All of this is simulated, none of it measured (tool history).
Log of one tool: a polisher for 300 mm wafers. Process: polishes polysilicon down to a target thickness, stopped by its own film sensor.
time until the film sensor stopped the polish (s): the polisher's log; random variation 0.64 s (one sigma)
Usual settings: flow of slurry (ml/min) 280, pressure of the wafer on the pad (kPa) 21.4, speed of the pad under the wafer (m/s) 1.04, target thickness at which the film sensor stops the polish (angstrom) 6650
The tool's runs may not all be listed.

run	hour	flow of slurry (ml/min)	pressure of the wafer on the pad (kPa)	speed of the pad under the wafer (m/s)	target thickness at which the film sensor stops the polish (angstrom)	wafers since the last listed run	wafers polished on this pad	hours since the slurry nozzle was cleaned	hours since the head pressure was calibrated	incoming thickness of the incoming film, nm	time until the film sensor stopped the polish (s)
1	0.0	280	21.4	1.12	5230	0	1216	524.2	981.9	1372.3	74.7
# hour 17.4: worn pad replaced by a new one
2	25.3	280	21.4	1.30	6650	230	85	549.5	1007.2	1396.7	55.3
3	78.0	280	21.4	1.30	6650	571	657	602.2	1059.9	1430.4	58.7
4	119.4	280	21.4	1.04	6650	448	1106	643.6	1101.3	1383.8	70.1
# hour 131.4: worn pad replaced by a new one
5	185.8	280	21.4	1.04	6650	676	590	710.0	1167.7	1390.7	70.9
# hour 259.4: worn pad replaced by a new one
6	259.9	280	21.4	1.04	6650	760	5	784.1	1241.8	1401.5	71.5
7	292.7	280	21.4	1.04	6650	355	361	816.9	1274.6	1402.4	72.1
# hour 314.7: slurry nozzle cleaned
8	326.1	280	21.4	1.22	7590	351	712	11.4	1308.0	1398.9	49.4
9	354.3	280	15.2	0.94	5520	305	1018	39.6	1336.2	1403.1	118.3
# hour 396.0: worn pad replaced by a new one
10	420.7	280	21.4	1.22	6650	676	268	106.0	1402.6	1394.0	57.6
# hour 446.5: head pressure recalibrated
11	458.9	280	21.4	1.04	6650	392	660	144.2	12.4	1403.8	67.5
12	504.3	280	21.4	1.04	6650	492	1152	189.6	57.8	1399.7	67.7
# hour 518.6: worn pad replaced by a new one
13	562.9	340	28.3	1.26	4450	592	480	248.2	116.4	1398.6	54.2
14	599.6	280	21.4	1.20	6650	397	878	284.9	153.1	1387.6	58.2
# hour 634.1: worn pad replaced by a new one
15	661.6	280	21.4	1.04	6650	628	297	346.9	215.1	1422.6	70.9

Forecast each of these 5 alternatives for the next run:
A	662.0	280	21.4	1.04	6650	4	302	347.3	215.5	1401.4	?
B	662.0	215	18.6	0.78	8860	4	302	347.3	215.5	1401.4	?
C	662.0	235	25.5	0.88	5160	4	302	347.3	215.5	1401.4	?
D	662.0	280	21.4	1.04	8640	4	302	347.3	215.5	1401.4	?
E	662.0	280	21.4	0.74	4940	4	302	347.3	215.5	1401.4	?

run	time until the film sensor stopped the polish (s)
A	70.0
B	77.7
C	86.0
D	51.1
E	121.2
Without the tool's hidden state the same runs would have given:
run	time until the film sensor stopped the polish (s)
A	68.1
B	75.0
C	83.3
D	49.7
E	118.0
